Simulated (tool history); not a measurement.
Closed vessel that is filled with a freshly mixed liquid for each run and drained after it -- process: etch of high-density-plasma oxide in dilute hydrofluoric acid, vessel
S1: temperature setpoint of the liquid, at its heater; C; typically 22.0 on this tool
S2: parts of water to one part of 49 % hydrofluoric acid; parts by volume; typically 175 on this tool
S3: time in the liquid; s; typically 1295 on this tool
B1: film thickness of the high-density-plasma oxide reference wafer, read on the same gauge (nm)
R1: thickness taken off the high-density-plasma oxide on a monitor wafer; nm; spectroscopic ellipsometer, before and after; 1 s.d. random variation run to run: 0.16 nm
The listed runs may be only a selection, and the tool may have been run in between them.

run	hour	S1	S2	S3	B1	R1
1	0.0	22.0	175	1295	101.81	33.74
2	26.8	22.0	175	1295	101.93	33.92
3	58.0	25.5	175	1295	102.09	38.65
4	79.9	25.5	175	1295	102.12	38.60
5	95.1	25.5	175	1295	102.19	38.90
6	125.2	22.0	175	1295	102.32	33.94
7	154.5	22.0	175	1295	102.44	34.03
8	174.5	22.0	175	1295	102.57	34.10
9	196.3	22.0	175	1295	102.61	34.21
10	223.3	20.0	175	1295	102.71	31.74
# hour 229.7: hydrofluoric acid flow meter replaced
11	236.7	18.0	155	1295	102.79	33.81
12	278.0	18.0	155	1295	102.94	33.48
13	312.6	22.0	135	1295	103.10	46.27
14	334.8	19.0	110	1295	103.17	51.65
15	354.8	19.0	115	1620	103.22	61.28
16	377.8	22.0	175	1515	103.40	40.09
# hour 382.4: gauge calibrated
17	395.3	22.0	175	1295	99.78	33.24
18	426.1	17.5	145	1295	99.90	34.71
# hour 504.0: thermometer replaced
19	516.1	22.0	175	1295	100.28	33.76
20	540.5	22.0	175	1295	100.37	33.37

Estimate the outcome of run 21 from the log above:
21	568.5	22.0	220	955	?	?

{"run 21": {"B1": 100.48, "R1": 18.74}}
With the hidden condition absent and the run-to-run variation left alone, this run would have shown R1 18.65 nm.
